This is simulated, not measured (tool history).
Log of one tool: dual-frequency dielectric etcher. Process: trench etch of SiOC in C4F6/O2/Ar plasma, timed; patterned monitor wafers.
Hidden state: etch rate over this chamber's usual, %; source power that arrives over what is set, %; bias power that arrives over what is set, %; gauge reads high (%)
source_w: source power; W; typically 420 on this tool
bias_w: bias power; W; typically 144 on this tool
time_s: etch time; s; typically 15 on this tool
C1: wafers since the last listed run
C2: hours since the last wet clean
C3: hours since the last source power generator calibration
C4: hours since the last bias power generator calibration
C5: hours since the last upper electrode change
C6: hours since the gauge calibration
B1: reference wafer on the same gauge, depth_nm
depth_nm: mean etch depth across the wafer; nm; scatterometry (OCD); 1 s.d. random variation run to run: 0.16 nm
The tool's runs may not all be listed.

Run 1, hour 0: usual settings; C1 0; C2 53.7; C3 3403.7; C4 3938; C5 4360.3; C6 739.3; B1 26.09. Result: depth_nm 28.74 nm.
Run 2, hour 98: usual settings; C1 1329; C2 151.7; C3 3501.7; C4 4036; C5 4458.3; C6 837.3; B1 25.85. Result: depth_nm 28.54 nm.
Run 3, hour 136: usual settings but bias_w 133 W; C1 515; C2 189.7; C3 3539.7; C4 4074; C5 4496.3; C6 875.3; B1 25.82. Result: depth_nm 27.92 nm.
At hour 237: gauge calibrated.
Run 4, hour 237.5: usual settings but bias_w 133 W; C1 1377; C2 291.2; C3 3641.2; C4 4175.5; C5 4597.8; C6 0.5; B1 26.82. Result: depth_nm 28.96 nm.
At hour 317.6: wet clean of the chamber.
Run 5, hour 318.1: usual settings but bias_w 133 W; C1 768; C2 0.5; C3 3721.8; C4 4256.1; C5 4678.4; C6 81.1; B1 26.77. Result: depth_nm 28.86 nm.
Run 6, hour 333.5: usual settings; C1 208; C2 15.9; C3 3737.2; C4 4271.5; C5 4693.8; C6 96.5; B1 26.76. Result: depth_nm 29.96 nm.
Run 7, hour 419.3: usual settings but time_s 18.5 s; C1 1164; C2 101.7; C3 3823; C4 4357.3; C5 4779.6; C6 182.3; B1 26.77. Result: depth_nm 36.72 nm.
Run 8, hour 480.9: usual settings but time_s 18.5 s; C1 835; C2 163.3; C3 3884.6; C4 4418.9; C5 4841.2; C6 243.9; B1 26.76. Result: depth_nm 36.72 nm.
At hour 494.7: bias power generator calibrated.
Run 9, hour 526.1: usual settings but bias_w 116 W; C1 559; C2 208.5; C3 3929.8; C4 31.4; C5 4886.4; C6 289.1; B1 26.69. Result: depth_nm 27.49 nm.
Run 10, hour 615.1: usual settings but bias_w 116 W; C1 1207; C2 297.5; C3 4018.8; C4 120.4; C5 4975.4; C6 378.1; B1 26.67. Result: depth_nm 27.12 nm.
Run 11, hour 680.2: usual settings but time_s 17.5 s; C1 883; C2 362.6; C3 4083.9; C4 185.5; C5 5040.5; C6 443.2; B1 26.59. Result: depth_nm 34.42 nm.
Run 12, hour 725.4: usual settings but bias_w 118 W; C1 613; C2 407.8; C3 4129.1; C4 230.7; C5 5085.7; C6 488.4; B1 26.54. Result: depth_nm 26.98 nm.
At hour 786.8: wet clean of the chamber.
At hour 833.2: upper electrode replaced.
Run 13, hour 833.7: usual settings but bias_w 112 W, time_s 18.5 s; C1 818; C2 46.9; C3 4237.4; C4 339; C5 0.5; C6 596.7; B1 26.39. Result: depth_nm 32.95 nm.
Run 14, hour 877.8: usual settings; C1 598; C2 91; C3 4281.5; C4 383.1; C5 44.6; C6 640.8; B1 26.28. Result: depth_nm 28.86 nm.
Run 15, hour 941.4: usual settings but source_w 330 W, bias_w 159 W, time_s 16.5 s; C1 863; C2 154.6; C3 4345.1; C4 446.7; C5 108.2; C6 704.4; B1 26.19. Result: depth_nm 30.3 nm.
At hour 1094.3: gauge calibrated.
Run 16, hour 1114.5: usual settings but source_w 510 W, bias_w 156 W, time_s 12 s; C1 2349; C2 327.7; C3 4518.2; C4 619.8; C5 281.3; C6 20.2; B1 26.61. Result: depth_nm 26.22 nm.
Run 17, hour 1156.2: usual settings but source_w 450 W; C1 565; C2 369.4; C3 4559.9; C4 661.5; C5 323; C6 61.9; B1 26.62. Result: depth_nm 30.27 nm.
At hour 1169: source power generator calibrated.
At hour 1222.1: wet clean of the chamber.
Run 18, hour 1256.8: usual settings but bias_w 133 W; C1 985; C2 34.7; C3 87.8; C4 762.1; C5 423.6; C6 162.5; B1 26.57. Result: depth_nm 28.42 nm.
Run 19, hour 1330.1: usual settings but source_w 470 W, bias_w 125 W, time_s 13 s; C1 994; C2 108; C3 161.1; C4 835.4; C5 496.9; C6 235.8; B1 26.56. Result: depth_nm 25.37 nm.
Run 20, hour 1408.3: usual settings but source_w 380 W, bias_w 135 W, time_s 17 s; C1 1061; C2 186.2; C3 239.3; C4 913.6; C5 575.1; C6 314; B1 26.51. Result: depth_nm 31.35 nm.
Run 21, hour 1484.7: usual settings; C1 1036; C2 262.6; C3 315.7; C4 990; C5 651.5; C6 390.4; B1 26.41. Result: depth_nm 29.16 nm.
Run 22, hour 1549.5: usual settings but source_w 380 W, bias_w 169 W, time_s 13.5 s; C1 879; C2 327.4; C3 380.5; C4 1054.8; C5 716.3; C6 455.2; B1 26.35. Result: depth_nm 26.85 nm.
Run 23, hour 1593.8: usual settings but time_s 16.5 s; C1 601; C2 371.7; C3 424.8; C4 1099.1; C5 760.6; C6 499.5; B1 26.32. Result: depth_nm 32.1 nm.
Run 24, hour 1648.7: usual settings but bias_w 169 W; C1 745; C2 426.6; C3 479.7; C4 1154; C5 815.5; C6 554.4; B1 26.24. Result: depth_nm 30.49 nm.

Predict each of these 4 candidate next runs independently; none follows another, all start after run 24:
Run A, hour 1649.1: usual settings; C1 5; C2 427; C3 480.1; C4 1154.4; C5 815.9; C6 554.8; B1 ?. Result: depth_nm ?.
Run B, hour 1649.1: usual settings but source_w 480 W, bias_w 120 W, time_s 17 s; C1 5; C2 427; C3 480.1; C4 1154.4; C5 815.9; C6 554.8; B1 ?. Result: depth_nm ?.
Run C, hour 1649.1: usual settings but source_w 350 W, bias_w 124 W, time_s 11 s; C1 5; C2 427; C3 480.1; C4 1154.4; C5 815.9; C6 554.8; B1 ?. Result: depth_nm ?.
Run D, hour 1649.1: usual settings but bias_w 134 W, time_s 17.5 s; C1 5; C2 427; C3 480.1; C4 1154.4; C5 815.9; C6 554.8; B1 ?. Result: depth_nm ?.

run    B1  depth_nm
  A  26.2     29.14
  B  26.2      32.5
  C  26.2     18.98
  D  26.2     33.14
The same runs, with their run-to-run variation unchanged, on a tool lacking any hidden condition would have given:
run  depth_nm
  A     29.75
  B     33.18
  C     19.38
  D     33.82

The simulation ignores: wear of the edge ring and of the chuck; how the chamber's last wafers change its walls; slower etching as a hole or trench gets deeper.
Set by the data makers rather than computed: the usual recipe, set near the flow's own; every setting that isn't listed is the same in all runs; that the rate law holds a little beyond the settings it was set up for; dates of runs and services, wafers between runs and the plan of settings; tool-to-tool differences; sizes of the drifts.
